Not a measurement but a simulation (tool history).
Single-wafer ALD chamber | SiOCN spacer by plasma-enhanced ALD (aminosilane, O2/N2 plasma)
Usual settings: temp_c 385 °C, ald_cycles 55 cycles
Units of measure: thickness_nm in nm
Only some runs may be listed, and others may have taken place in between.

run	hour	temp_c	ald_cycles	wafers since the last listed run	hours since the last thermocouple change	hours since the gauge calibration	read-back reference wafer on the same gauge, thickness_nm	thickness_nm
1	0	380	55	0	527.9	203	2.846	2.899
2	26.6	380	55	161	554.5	229.6	2.846	2.882
3	58.7	385	55	195	586.6	261.7	2.841	2.909
4	74.7	385	55	97	602.6	277.7	2.846	2.912
5	98.8	385	55	146	626.7	301.8	2.845	2.886
6	125.5	385	55	162	653.4	328.5	2.839	2.874
7	154.4	385	55	175	682.3	357.4	2.839	2.88
8	168.3	385	55	84	696.2	371.3	2.833	2.894
9	199	385	59	186	726.9	402	2.838	3.076
10	231.1	385	55	195	759	434.1	2.838	2.897
11	266.4	385	55	214	794.3	469.4	2.832	2.893
12	283.7	385	55	105	811.6	486.7	2.835	2.883
# hour 290.6: gauge calibrated
# hour 295: thermocouple changed; heater temperature recalibrated
13	299.7	378	59	48	4.7	9.1	2.898	3.173
14	315.4	385	55	95	20.4	24.8	2.884	2.941
15	344.9	389	62	179	49.9	54.3	2.877	3.319
16	366.3	385	55	130	71.3	75.7	2.877	2.932
17	387.7	379	55	130	92.7	97.1	2.871	2.93
18	407.1	381	45	118	112.1	116.5	2.867	2.378
19	428.2	385	55	128	133.2	137.6	2.869	2.897
20	451.9	385	55	144	156.9	161.3	2.861	2.903
21	535.4	385	55	508	240.4	244.8	2.854	2.907
22	564.1	393	47	174	269.1	273.5	2.851	2.491
23	592.1	397	45	170	297.1	301.5	2.843	2.351
24	621.5	385	55	178	326.5	330.9	2.842	2.888
25	644.2	380	58	138	349.2	353.6	2.851	3.053
26	673.4	385	62	177	378.4	382.8	2.843	3.246

What does the tool deliver on the next run?
27	706	385	55	198	411	415.4	?	?

{"run 27": {"read-back reference wafer on the same gauge, thickness_nm": 2.844, "thickness_nm": 2.908}}
Minus the tool's unlogged condition, the same run would have read thickness_nm 2.953 nm.

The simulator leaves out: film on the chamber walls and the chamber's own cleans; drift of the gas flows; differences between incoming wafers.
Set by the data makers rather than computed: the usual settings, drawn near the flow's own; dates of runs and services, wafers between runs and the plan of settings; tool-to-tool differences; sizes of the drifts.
